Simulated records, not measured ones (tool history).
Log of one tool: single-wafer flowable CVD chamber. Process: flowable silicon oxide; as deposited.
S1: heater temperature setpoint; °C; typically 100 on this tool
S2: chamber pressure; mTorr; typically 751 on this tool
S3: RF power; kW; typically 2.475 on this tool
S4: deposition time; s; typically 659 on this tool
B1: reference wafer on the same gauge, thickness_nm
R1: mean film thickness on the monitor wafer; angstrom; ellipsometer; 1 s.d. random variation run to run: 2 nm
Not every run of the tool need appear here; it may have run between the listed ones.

run,hour,S1,S2,S3,S4,B1,R1
1,0,100,751,2.475,659,397.234,3946.87
2,28.2,100,821,2.825,659,396.876,4376.82
3,44.6,100,751,2.475,659,397.314,3963.39
4,70.8,100,751,2.475,659,397.274,3975.39
# hour 88.9: thermocouple changed; heater temperature recalibrated
5,91.3,100,751,2.475,659,397.31,3750.92
6,114,100,751,2.475,659,396.976,3710.98
7,149.1,100,751,2.475,659,397.43,3742.27
8,183.9,107,751,2.215,571,396.833,2574.95
9,203.6,91,817,2.69,545,396.213,4337.28
# hour 212.2: gauge calibrated
10,227.1,100,751,2.475,659,397.489,3670.57
11,260.4,111,751,2.475,659,396.588,2654.23
12,281.9,94,656,2.045,659,397.141,3762.57
# hour 312.8: RF generator calibrated
13,315.6,108,569,2.475,566,396.254,1884.28
# hour 364.5: showerhead replaced
14,406.6,111,624,2.6,582,396.989,1965.65
15,427.9,100,751,2.475,536,396.58,2940.51
16,442.3,100,615,2.125,659,396.656,2951.19
17,476,113,885,2.235,659,396.867,2946.5
18,495.4,100,751,2.475,659,396.031,3664.37
19,517.4,100,751,2.085,562,396.923,3062.62
20,539.1,100,822,2.475,659,396.752,4010.86
21,555.6,100,751,2.475,751,396.089,4203.03
22,568.1,100,751,2.475,659,397.408,3672.06
23,595.8,100,751,2.475,659,396.652,3650.93
24,614.2,100,751,2.475,659,396.418,3670.99
25,637.3,104,751,2.475,701,397.602,3471.24
26,660.3,109,680,2.17,533,397.267,2021.39
27,687.7,100,751,2.475,659,396.98,3682.15

Consider 5 possible next runs. They are alternatives, not a sequence: every one starts from the tool as it was left by run 27. What does each give?
A,688.3,100,751,2.475,716,?,?
B,688.3,112,630,2.475,700,?,?
C,688.3,100,589,2.915,659,?,?
D,688.3,100,876,2.25,584,?,?
E,688.3,100,751,2.905,659,?,?

run,B1,R1
A,396.688,3973.93
B,396.688,2289.31
C,396.688,2897.8
D,396.688,3760.31
E,396.688,3699.53
With no hidden state in the tool, these same runs would have given:
run,R1
A,4122.36
B,2378.92
C,3012.91
D,3894.44
E,3837.71

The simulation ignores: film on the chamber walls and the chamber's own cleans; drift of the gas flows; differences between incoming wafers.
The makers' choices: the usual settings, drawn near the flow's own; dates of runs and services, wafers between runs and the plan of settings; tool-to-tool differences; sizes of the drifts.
